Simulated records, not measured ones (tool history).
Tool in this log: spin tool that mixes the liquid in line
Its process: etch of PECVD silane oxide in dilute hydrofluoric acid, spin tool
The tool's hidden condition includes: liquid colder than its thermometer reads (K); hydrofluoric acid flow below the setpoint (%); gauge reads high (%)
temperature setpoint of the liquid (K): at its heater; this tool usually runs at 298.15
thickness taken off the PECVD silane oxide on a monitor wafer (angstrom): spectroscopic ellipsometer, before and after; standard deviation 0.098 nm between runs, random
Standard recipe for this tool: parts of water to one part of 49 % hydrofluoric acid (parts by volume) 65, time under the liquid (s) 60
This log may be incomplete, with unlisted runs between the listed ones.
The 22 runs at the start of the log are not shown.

run      day  temperature setpoint of the liquid (K)  parts of water to one part of 49 % hydrofluoric acid (parts by volume)  time under the liquid (s)  wafers since the last listed run  hours since the thermometer was replaced  hours since the hydrofluoric acid flow meter was replaced  hours since the gauge calibration  read-back film thickness of the PECVD silane oxide reference wafer, read on the same gauge (nm)  thickness taken off the PECVD silane oxide on a monitor wafer (angstrom)
      59.421  -- thermometer replaced
 23   62.842                                  298.15                                                                      45                         85                               877                                      82.1                                                      575.2                              874.7                                                                                               60                                                                       432
 24     64.8                                  298.15                                                                      65                         60                               429                                     129.1                                                      622.2                              921.7                                                                                               60                                                                     203.1
 25   70.688                                  298.15                                                                      65                         30                              1289                                     270.4                                                      763.5                               1063                                                                                            60.02                                                                       102
 26   72.242                                  298.15                                                                      65                         60                               340                                     307.7                                                      800.8                             1100.3                                                                                            59.99                                                                     203.7
 27   76.517                                  303.15                                                                      65                         60                               936                                     410.3                                                      903.4                             1202.9                                                                                            60.02                                                                     248.6
 28   78.788                                  294.65                                                                      50                         60                               497                                     464.8                                                      957.9                             1257.4                                                                                               60                                                                     234.3
 29   84.075                                  298.15                                                                      65                         40                              1158                                     591.7                                                     1084.8                             1384.3                                                                                               60                                                                     135.8
 30   87.908                                  298.15                                                                      65                         60                               839                                     683.7                                                     1176.8                             1476.3                                                                                            60.01                                                                     205.2
 31   92.062                                  300.15                                                                      40                         80                               910                                     783.4                                                     1276.5                               1576                                                                                            60.03                                                                     491.4
     100.558  -- thermometer replaced
 32  103.383                                  298.15                                                                      85                         60                              2471                                      67.8                                                     1548.2                             1847.7                                                                                               60                                                                       152

Below are 5 alternative next runs, each starting from the tool's condition after run 32. Predict each:
  A  103.4                                  298.15                                                                      65                         35                                 3                                      68.2                                                     1548.6                             1848.1                                                                                                ?                                                                         ?
  B  103.4                                  298.15                                                                      65                         95                                 3                                      68.2                                                     1548.6                             1848.1                                                                                                ?                                                                         ?
  C  103.4                                  294.15                                                                      50                         95                                 3                                      68.2                                                     1548.6                             1848.1                                                                                                ?                                                                         ?
  D  103.4                                  298.15                                                                      50                         80                                 3                                      68.2                                                     1548.6                             1848.1                                                                                                ?                                                                         ?
  E  103.4                                  293.65                                                                      55                         80                                 3                                      68.2                                                     1548.6                             1848.1                                                                                                ?                                                                         ?

run  read-back film thickness of the PECVD silane oxide reference wafer, read on the same gauge (nm)  thickness taken off the PECVD silane oxide on a monitor wafer (angstrom)
  A                                                                                               60                                                                       119
  B                                                                                               60                                                                     323.1
  C                                                                                               60                                                                       363
  D                                                                                               60                                                                     360.9
  E                                                                                               60                                                                     270.5
The same runs, with their run-to-run variation unchanged, on a tool lacking any hidden condition would have given:
run  thickness taken off the PECVD silane oxide on a monitor wafer (angstrom)
  A                                                                       119
  B                                                                     323.1
  C                                                                       363
  D                                                                     360.9
  E                                                                     270.5
